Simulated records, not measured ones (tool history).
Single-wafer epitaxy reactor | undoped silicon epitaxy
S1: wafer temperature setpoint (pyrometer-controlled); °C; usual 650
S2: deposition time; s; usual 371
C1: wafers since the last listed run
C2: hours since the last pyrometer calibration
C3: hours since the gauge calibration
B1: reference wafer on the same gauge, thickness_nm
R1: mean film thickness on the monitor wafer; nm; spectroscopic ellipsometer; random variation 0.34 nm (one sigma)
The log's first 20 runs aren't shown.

{"run": 21, "day": 10.458, "S1": 661, "S2": 416, "C1": 36, "C2": 2082, "C3": 329.1, "B1": 62.556, "R1": 111.308}
{"run": 22, "day": 10.908, "S1": 636, "S2": 302, "C1": 42, "C2": 2092.8, "C3": 339.9, "B1": 62.549, "R1": 43.174}
{"run": 23, "day": 11.5, "S1": 650, "S2": 371, "C1": 55, "C2": 2107, "C3": 354.1, "B1": 62.701, "R1": 75.374}
{"run": 24, "day": 12.162, "S1": 650, "S2": 326, "C1": 62, "C2": 2122.9, "C3": 370, "B1": 62.613, "R1": 67.107}
{"day": 12.588, "done": "gauge calibrated"}
{"run": 25, "day": 12.904, "S1": 635, "S2": 416, "C1": 69, "C2": 2140.7, "C3": 7.6, "B1": 62.526, "R1": 58.691}
{"run": 26, "day": 13.233, "S1": 650, "S2": 371, "C1": 30, "C2": 2148.6, "C3": 15.5, "B1": 62.529, "R1": 75.585}
{"day": 14.496, "done": "pyrometer calibrated"}
{"run": 27, "day": 14.517, "S1": 642, "S2": 308, "C1": 88, "C2": 0.5, "C3": 46.3, "B1": 62.613, "R1": 45.216}
{"run": 28, "day": 15.021, "S1": 650, "S2": 403, "C1": 47, "C2": 12.6, "C3": 58.4, "B1": 62.531, "R1": 71.751}
{"run": 29, "day": 15.75, "S1": 650, "S2": 371, "C1": 68, "C2": 30.1, "C3": 75.9, "B1": 62.588, "R1": 65.798}
{"run": 30, "day": 16.421, "S1": 650, "S2": 371, "C1": 62, "C2": 46.2, "C3": 92, "B1": 62.692, "R1": 66.287}
{"run": 31, "day": 17.083, "S1": 660, "S2": 336, "C1": 62, "C2": 62.1, "C3": 107.9, "B1": 62.531, "R1": 77.101}
{"run": 32, "day": 17.6, "S1": 658, "S2": 371, "C1": 48, "C2": 74.5, "C3": 120.3, "B1": 62.458, "R1": 80.942}
{"run": 33, "day": 18.062, "S1": 662, "S2": 325, "C1": 43, "C2": 85.6, "C3": 131.4, "B1": 62.512, "R1": 78.345}
{"run": 34, "day": 18.654, "S1": 650, "S2": 371, "C1": 55, "C2": 99.8, "C3": 145.6, "B1": 62.539, "R1": 66.844}
{"run": 35, "day": 20.338, "S1": 650, "S2": 371, "C1": 157, "C2": 140.2, "C3": 186, "B1": 62.592, "R1": 66.933}
{"run": 36, "day": 20.817, "S1": 656, "S2": 297, "C1": 44, "C2": 151.7, "C3": 197.5, "B1": 62.627, "R1": 61.963}
{"run": 37, "day": 21.238, "S1": 639, "S2": 342, "C1": 39, "C2": 161.8, "C3": 207.6, "B1": 62.685, "R1": 46.887}
{"run": 38, "day": 21.854, "S1": 645, "S2": 336, "C1": 57, "C2": 176.6, "C3": 222.4, "B1": 62.571, "R1": 53.684}
{"run": 39, "day": 22.462, "S1": 641, "S2": 307, "C1": 56, "C2": 191.2, "C3": 237, "B1": 62.58, "R1": 44.406}

3 ways to go on from here, each from the tool as it stands after run 39. What would each give?
{"run": "A", "day": 22.483, "S1": 657, "S2": 371, "C1": 1, "C2": 191.7, "C3": 237.5, "B1": "?", "R1": "?"}
{"run": "B", "day": 22.483, "S1": 660, "S2": 330, "C1": 1, "C2": 191.7, "C3": 237.5, "B1": "?", "R1": "?"}
{"run": "C", "day": 22.483, "S1": 650, "S2": 306, "C1": 1, "C2": 191.7, "C3": 237.5, "B1": "?", "R1": "?"}

run=A B1=62.487 R1=79.353
run=B B1=62.487 R1=75.917
run=C B1=62.487 R1=55.104
Without the tool's hidden state the same runs would have given:
run=A R1=77.967
run=B R1=74.6
run=C R1=54.124
